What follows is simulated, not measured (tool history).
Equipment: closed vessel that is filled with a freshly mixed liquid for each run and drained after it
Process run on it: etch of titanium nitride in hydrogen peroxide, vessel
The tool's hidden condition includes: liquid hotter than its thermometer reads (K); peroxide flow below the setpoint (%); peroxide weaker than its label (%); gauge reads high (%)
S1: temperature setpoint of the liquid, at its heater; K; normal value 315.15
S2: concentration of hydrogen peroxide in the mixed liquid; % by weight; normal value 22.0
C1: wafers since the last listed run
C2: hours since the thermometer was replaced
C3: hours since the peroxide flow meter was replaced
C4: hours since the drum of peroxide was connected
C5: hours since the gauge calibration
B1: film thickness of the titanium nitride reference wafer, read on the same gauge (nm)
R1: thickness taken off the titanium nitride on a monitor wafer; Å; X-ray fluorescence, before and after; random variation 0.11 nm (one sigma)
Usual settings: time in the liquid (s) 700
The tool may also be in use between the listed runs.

run 1 hour=0.0 | S1=315.15 S2=22.0 time_in_the_liquid_(s)=700 | C1=0 C2=1745.0 C3=1651.2 C4=654.6 C5=499.1 | B1=100.00 | R1=134.8
run 2 hour=23.3 | S1=315.15 S2=22.0 time_in_the_liquid_(s)=700 | C1=1602 C2=1768.3 C3=1674.5 C4=677.9 C5=522.4 | B1=99.98 | R1=137.5
-- hour=42.1 gauge calibrated
run 3 hour=42.3 | S1=319.65 S2=22.0 time_in_the_liquid_(s)=700 | C1=1306 C2=1787.3 C3=1693.5 C4=696.9 C5=0.2 | B1=100.02 | R1=185.3
run 4 hour=74.3 | S1=308.65 S2=22.0 time_in_the_liquid_(s)=700 | C1=2201 C2=1819.3 C3=1725.5 C4=728.9 C5=32.2 | B1=100.01 | R1=82.6
run 5 hour=87.6 | S1=315.15 S2=22.0 time_in_the_liquid_(s)=600 | C1=914 C2=1832.6 C3=1738.8 C4=742.2 C5=45.5 | B1=99.99 | R1=118.3
run 6 hour=107.5 | S1=315.15 S2=22.0 time_in_the_liquid_(s)=600 | C1=1368 C2=1852.5 C3=1758.7 C4=762.1 C5=65.4 | B1=100.00 | R1=116.6
run 7 hour=130.7 | S1=309.15 S2=26.0 time_in_the_liquid_(s)=700 | C1=1595 C2=1875.7 C3=1781.9 C4=785.3 C5=88.6 | B1=99.98 | R1=90.2
run 8 hour=145.5 | S1=309.15 S2=26.0 time_in_the_liquid_(s)=700 | C1=1017 C2=1890.5 C3=1796.7 C4=800.1 C5=103.4 | B1=100.00 | R1=90.3
run 9 hour=164.9 | S1=309.15 S2=26.0 time_in_the_liquid_(s)=700 | C1=1334 C2=1909.9 C3=1816.1 C4=819.5 C5=122.8 | B1=100.04 | R1=89.4
run 10 hour=187.3 | S1=315.15 S2=24.5 time_in_the_liquid_(s)=700 | C1=1540 C2=1932.3 C3=1838.5 C4=841.9 C5=145.2 | B1=99.99 | R1=139.6
-- hour=202.2 peroxide flow meter replaced
run 11 hour=261.2 | S1=315.15 S2=22.0 time_in_the_liquid_(s)=700 | C1=5014 C2=2006.2 C3=59.0 C4=915.8 C5=219.1 | B1=99.99 | R1=137.5
run 12 hour=286.5 | S1=315.15 S2=22.0 time_in_the_liquid_(s)=700 | C1=1740 C2=2031.5 C3=84.3 C4=941.1 C5=244.4 | B1=100.03 | R1=140.1
run 13 hour=304.6 | S1=315.15 S2=22.0 time_in_the_liquid_(s)=700 | C1=1244 C2=2049.6 C3=102.4 C4=959.2 C5=262.5 | B1=100.00 | R1=139.2
-- hour=326.7 new drum of peroxide connected
run 14 hour=339.9 | S1=315.15 S2=22.0 time_in_the_liquid_(s)=700 | C1=2359 C2=2084.9 C3=137.7 C4=13.2 C5=297.8 | B1=100.01 | R1=140.9
run 15 hour=372.1 | S1=320.15 S2=27.5 time_in_the_liquid_(s)=700 | C1=2214 C2=2117.1 C3=169.9 C4=45.4 C5=330.0 | B1=99.98 | R1=213.8
-- hour=381.2 thermometer replaced
run 16 hour=406.8 | S1=315.15 S2=22.0 time_in_the_liquid_(s)=700 | C1=2317 C2=25.6 C3=204.6 C4=80.1 C5=364.7 | B1=99.97 | R1=113.5
run 17 hour=434.6 | S1=311.65 S2=17.0 time_in_the_liquid_(s)=1070 | C1=1912 C2=53.4 C3=232.4 C4=107.9 C5=392.5 | B1=100.00 | R1=126.0
run 18 hour=451.7 | S1=315.15 S2=22.0 time_in_the_liquid_(s)=455 | C1=1176 C2=70.5 C3=249.5 C4=125.0 C5=409.6 | B1=100.01 | R1=73.1
run 19 hour=466.6 | S1=306.15 S2=18.5 time_in_the_liquid_(s)=935 | C1=1024 C2=85.4 C3=264.4 C4=139.9 C5=424.5 | B1=99.99 | R1=72.8
run 20 hour=488.3 | S1=319.15 S2=16.0 time_in_the_liquid_(s)=350 | C1=1492 C2=107.1 C3=286.1 C4=161.6 C5=446.2 | B1=99.99 | R1=71.5
run 21 hour=510.2 | S1=323.65 S2=22.0 time_in_the_liquid_(s)=560 | C1=1506 C2=129.0 C3=308.0 C4=183.5 C5=468.1 | B1=100.01 | R1=169.5
-- hour=541.3 gauge calibrated
run 22 hour=569.6 | S1=309.15 S2=26.0 time_in_the_liquid_(s)=700 | C1=4085 C2=188.4 C3=367.4 C4=242.9 C5=28.3 | B1=100.00 | R1=74.6
run 23 hour=596.0 | S1=310.65 S2=27.5 time_in_the_liquid_(s)=540 | C1=1815 C2=214.8 C3=393.8 C4=269.3 C5=54.7 | B1=100.00 | R1=66.3
run 24 hour=629.3 | S1=309.15 S2=26.0 time_in_the_liquid_(s)=700 | C1=2290 C2=248.1 C3=427.1 C4=302.6 C5=88.0 | B1=99.99 | R1=77.2
run 25 hour=643.9 | S1=305.15 S2=25.0 time_in_the_liquid_(s)=965 | C1=1004 C2=262.7 C3=441.7 C4=317.2 C5=102.6 | B1=100.03 | R1=75.8
run 26 hour=659.3 | S1=321.65 S2=22.0 time_in_the_liquid_(s)=700 | C1=1059 C2=278.1 C3=457.1 C4=332.6 C5=118.0 | B1=100.04 | R1=190.7
run 27 hour=682.5 | S1=315.15 S2=27.0 time_in_the_liquid_(s)=1005 | C1=1595 C2=301.3 C3=480.3 C4=355.8 C5=141.2 | B1=100.01 | R1=175.8

What does the tool deliver on the next run?
run 28 hour=707.2 | S1=320.15 S2=18.0 time_in_the_liquid_(s)=325 | C1=1698 C2=326.0 C3=505.0 C4=380.5 C5=165.9 | B1=? | R1=?

Run 28 gave B1 100.01, R1 75.1 Å.
Minus the tool's unlogged condition, the same run would have read R1 72.4 Å.
